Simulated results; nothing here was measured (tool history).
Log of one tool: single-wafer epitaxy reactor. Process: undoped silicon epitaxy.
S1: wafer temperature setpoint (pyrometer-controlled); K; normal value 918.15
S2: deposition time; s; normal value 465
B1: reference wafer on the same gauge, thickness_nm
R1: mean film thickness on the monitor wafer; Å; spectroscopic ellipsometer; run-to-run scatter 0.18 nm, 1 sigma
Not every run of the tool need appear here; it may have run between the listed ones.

run	day	S1	S2	B1	R1
1	0	918.15	465	71.794	809.87
2	0.704	918.15	465	71.798	806.15
3	1.154	918.15	465	71.831	808.4
4	1.55	918.15	465	71.795	812.52
5	1.821	918.15	465	71.774	810.16
6	2.338	918.15	465	71.787	815.37
7	2.958	918.15	465	71.798	818.58
8	3.571	918.15	465	71.814	816.64
9	3.983	918.15	465	71.818	818.38
10	4.421	918.15	465	71.816	822.42
11	4.683	913.15	401	71.795	632.27
# day 5.154: pyrometer calibrated
12	5.283	930.15	498	71.783	1002.26
13	5.925	926.15	407	71.762	755.46
14	6.558	932.15	383	71.813	810.78
15	7.129	928.15	553	71.821	1072.16
# day 7.146: gauge calibrated
16	7.45	913.15	465	71.771	649.87
17	8.138	906.15	517	71.792	619.55
18	8.788	918.15	465	71.786	728.34

The next listed run, before its measurement:
19	9.3	927.15	533	?	?

{"run 19": {"B1": 71.812, "R1": 1017.97}}
Were there no unlogged condition in the tool, this run, its random variation unchanged, would have produced R1 1013.32 Å.
